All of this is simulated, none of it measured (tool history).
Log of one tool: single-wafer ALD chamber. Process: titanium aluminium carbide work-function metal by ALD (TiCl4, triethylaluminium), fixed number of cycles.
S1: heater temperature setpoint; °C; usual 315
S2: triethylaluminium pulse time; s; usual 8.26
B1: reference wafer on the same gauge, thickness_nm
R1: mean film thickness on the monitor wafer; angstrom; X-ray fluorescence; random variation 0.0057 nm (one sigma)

run 1 day=0 | S1=315 S2=9.04 | B1=2.299 | R1=21.95
run 2 day=0.371 | S1=315 S2=9.04 | B1=2.3 | R1=22.01
run 3 day=0.708 | S1=315 S2=8.26 | B1=2.3 | R1=21.22
run 4 day=1.296 | S1=315 S2=8.26 | B1=2.301 | R1=21.2
run 5 day=1.762 | S1=315 S2=8.26 | B1=2.301 | R1=21.23
run 6 day=2.458 | S1=315 S2=8.26 | B1=2.3 | R1=21.22
run 7 day=3.004 | S1=315 S2=8.26 | B1=2.302 | R1=21.17
run 8 day=3.342 | S1=315 S2=8.26 | B1=2.299 | R1=21.21
-- day=3.812 triethylaluminium bottle replaced
run 9 day=3.833 | S1=315 S2=8.26 | B1=2.301 | R1=22.44
run 10 day=4.075 | S1=315 S2=8.26 | B1=2.3 | R1=22.43
run 11 day=4.404 | S1=309 S2=5.94 | B1=2.3 | R1=18.81
run 12 day=4.888 | S1=315 S2=10.7 | B1=2.298 | R1=23.49
run 13 day=5.246 | S1=315 S2=8.26 | B1=2.3 | R1=22.39
-- day=6.783 thermocouple changed; heater temperature recalibrated
run 14 day=6.804 | S1=315 S2=8.26 | B1=2.3 | R1=22.36
run 15 day=6.929 | S1=302 S2=5.98 | B1=2.299 | R1=18.21
-- day=7.4 showerhead replaced
run 16 day=7.492 | S1=315 S2=8.26 | B1=2.299 | R1=22.35
run 17 day=7.938 | S1=315 S2=8.26 | B1=2.302 | R1=22.28
run 18 day=8.462 | S1=323 S2=9.22 | B1=2.299 | R1=23.61
run 19 day=8.842 | S1=315 S2=8.26 | B1=2.301 | R1=22.25
run 20 day=9.538 | S1=315 S2=8.26 | B1=2.301 | R1=22.16
run 21 day=9.883 | S1=305 S2=6.64 | B1=2.3 | R1=19.5
run 22 day=10.354 | S1=303 S2=9.63 | B1=2.301 | R1=22
-- day=10.8 gauge calibrated
run 23 day=10.95 | S1=305 S2=5.39 | B1=2.3 | R1=16.6
run 24 day=11.546 | S1=309 S2=5.32 | B1=2.3 | R1=16.67
run 25 day=12.208 | S1=310 S2=6.01 | B1=2.3 | R1=18.55
run 26 day=12.525 | S1=302 S2=5.98 | B1=2.301 | R1=17.84
run 27 day=13.183 | S1=301 S2=6.37 | B1=2.3 | R1=18.47
run 28 day=15.142 | S1=315 S2=8.26 | B1=2.302 | R1=21.99
run 29 day=15.838 | S1=322 S2=5.44 | B1=2.299 | R1=17.56
run 30 day=16.392 | S1=322 S2=5.32 | B1=2.3 | R1=17.13
run 31 day=16.904 | S1=315 S2=8.26 | B1=2.3 | R1=22.09
run 32 day=17.167 | S1=310 S2=11.17 | B1=2.301 | R1=22.98

5 ways to go on from here, each from the tool as it stands after run 32. What would each give?
run A day=17.183 | S1=315 S2=8.26 | B1=? | R1=?
run B day=17.183 | S1=309 S2=10.2 | B1=? | R1=?
run C day=17.183 | S1=315 S2=9.61 | B1=? | R1=?
run D day=17.183 | S1=301 S2=6.73 | B1=? | R1=?
run E day=17.183 | S1=320 S2=11.42 | B1=? | R1=?

run=A B1=2.3 R1=21.9
run=B B1=2.3 R1=22.53
run=C B1=2.3 R1=22.81
run=D B1=2.3 R1=18.91
run=E B1=2.3 R1=23.88
Without the tool's hidden state the same runs would have given:
run=A R1=22.55
run=B R1=22.88
run=C R1=23.24
run=D R1=19.83
run=E R1=24.11
